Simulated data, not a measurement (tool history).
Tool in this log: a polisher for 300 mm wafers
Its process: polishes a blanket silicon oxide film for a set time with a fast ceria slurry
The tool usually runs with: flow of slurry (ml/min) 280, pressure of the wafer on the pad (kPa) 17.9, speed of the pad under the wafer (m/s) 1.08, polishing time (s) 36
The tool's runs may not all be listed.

run,hour,flow of slurry (ml/min),pressure of the wafer on the pad (kPa),speed of the pad under the wafer (m/s),polishing time (s),"incoming thickness of the incoming film, nm",film removed (angstrom)
1,0.0,280,19.3,1.08,36,3775.8,5662
2,28.4,280,19.3,1.08,36,3736.7,5743
# hour 88.1: head pressure recalibrated
3,91.1,280,19.3,1.08,36,3833.4,5392
# hour 108.2: slurry nozzle cleaned
# hour 180.8: worn pad replaced by a new one
4,221.7,280,17.9,1.08,36,3861.2,5352
5,252.7,280,17.9,1.08,36,3846.0,5121
6,294.3,280,17.9,1.08,36,3796.6,5042
# hour 348.3: slurry nozzle cleaned
7,351.5,280,17.9,1.08,36,3763.0,5384
# hour 373.6: worn pad replaced by a new one
8,410.7,280,17.9,1.08,36,3819.0,5487
9,455.4,280,17.9,1.08,43,3794.8,6235
# hour 494.0: head pressure recalibrated
10,524.1,280,17.9,1.08,36,3768.3,4981
11,581.0,280,17.9,1.08,36,3791.1,4955
# hour 586.8: slurry nozzle cleaned
# hour 607.0: worn pad replaced by a new one
12,607.5,280,19.3,1.08,36,3781.0,6052
13,636.6,380,17.9,1.08,36,3806.6,5510
14,695.1,315,13.1,1.36,39,3831.9,5086
15,723.9,340,17.9,0.86,36,3786.6,4377
16,795.3,255,22.1,0.98,33,3799.6,5187
# hour 803.4: slurry nozzle cleaned
# hour 812.1: worn pad replaced by a new one
17,832.9,315,17.9,0.96,36,3770.7,5050
18,872.5,280,17.9,0.78,31,3824.2,3443
19,911.0,280,17.9,1.08,36,3834.6,5141
20,974.5,365,22.8,0.88,39,3794.8,5959
# hour 1005.7: head pressure recalibrated
# hour 1010.8: slurry nozzle cleaned
21,1013.6,340,17.9,1.20,46,3752.1,7753
# hour 1046.6: worn pad replaced by a new one
22,1051.8,280,17.9,1.08,36,3760.1,5525
23,1100.6,280,17.9,1.08,36,3780.9,5153

Hidden state, per run?
deviation of the head's pressure from its setpoint, %: 0 on each run
H1: removal rate lost through wear of the pad, %
H2: slurry flow missing at the pad, %
run,H1,H2
1,2.78,34.6
2,4.01,38.9
3,5.49,44.2
4,3.02,36.1
5,4.26,39.2
6,5.29,41.7
7,6.02,4.62
8,2.54,26.9
9,4.27,35.1
10,5.53,41.1
11,5.97,43.1
12,0.747,12.9
13,2.8,23.3
14,5.12,35
15,5.74,38.2
16,6.54,42.2
17,1.73,18.5
18,3.71,30.2
19,4.84,37
20,5.79,42.6
21,6.08,7.19
22,1.15,23.6
23,4.01,35.4
